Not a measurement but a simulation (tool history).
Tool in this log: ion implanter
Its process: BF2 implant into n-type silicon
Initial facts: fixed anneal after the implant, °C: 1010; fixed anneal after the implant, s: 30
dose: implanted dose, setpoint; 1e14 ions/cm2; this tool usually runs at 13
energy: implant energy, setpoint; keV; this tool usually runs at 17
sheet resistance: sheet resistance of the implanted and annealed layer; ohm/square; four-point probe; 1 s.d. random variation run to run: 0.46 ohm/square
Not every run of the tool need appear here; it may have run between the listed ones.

run	day	dose	energy	read-back reference wafer on the same gauge, sheet resistance	sheet resistance
1	0	13	17	174.91	169.11
2	2.579	14.65	13	174.88	178.14
3	4.354	13	17	174.99	169.5
4	7.912	13	17	174.9	169.47
5	10.875	13	17	175.09	169.51
6	13.742	13	17	175	169.75
7	17.612	13	17	175.01	169.31
8	19.746	13	17	174.94	169.52
9	21.442	13	17	175.04	169.27
10	34.746	15.2	17	174.97	164.27
11	36.267	15.2	17	175	164.03
12	40	13	15.5	175.04	173.66
13	43.708	13	17	174.97	169.15
14	45.629	13	17	175.02	169.2
# day 46.1: Faraday cup replaced and dose calibrated
15	49.017	15.51	17	175	163.5
16	53.462	13	17	174.96	168.92
17	55.733	13	17	174.91	169.03
18	58.779	13	17	174.98	168.98
19	61.071	14.78	11	175.14	186.06
20	62.65	11.48	22	175	161.14
21	66.358	16.49	18.5	174.93	156.76
22	68.108	10.47	21	175.02	169.57
23	71.596	9.7	11.5	175.09	207.21
24	76.012	15.27	17	175.02	163.17
25	79.904	11.03	12	175.17	194.88
# day 83.267: gauge calibrated
26	83.475	13	17	175	167.59
27	86	16.55	12.5	174.95	176.03
28	87.579	11.63	12	175.21	191.85
29	89.242	9.37	17	175.03	189.42
30	93.242	13	17	175.02	167.64
31	95.838	13	17	174.94	167.48
# day 97.296: extraction supply calibrated
32	98.696	10.98	20	174.91	169.39
33	109.271	15.53	23	174.95	147.46
34	112.175	13	17	175.04	169.31
35	116.325	11.54	13.5	174.94	186.85
36	119.562	16.41	19.5	174.96	155.07
37	123.5	9.75	20	174.99	178.14
38	127.312	15.49	19.5	174.93	156.84

Give the tool's hidden conditions for every run:
deviation of the true dose from the Faraday cup's reading, %: 0 in every run
gauge reads high (%): 0 in every run
H1: deviation of the true energy from its setpoint, %
run	H1
1	0.947
2	0.987
3	1.01
4	1.07
5	1.12
6	1.18
7	1.25
8	1.29
9	1.32
10	1.61
11	1.65
12	1.74
13	1.83
14	1.88
15	1.97
16	2.09
17	2.15
18	2.24
19	2.31
20	2.35
21	2.47
22	2.52
23	2.63
24	2.77
25	2.9
26	3.03
27	3.12
28	3.17
29	3.23
30	3.38
31	3.48
32	0.757
33	0.773
34	0.783
35	0.799
36	0.815
37	0.838
38	0.863
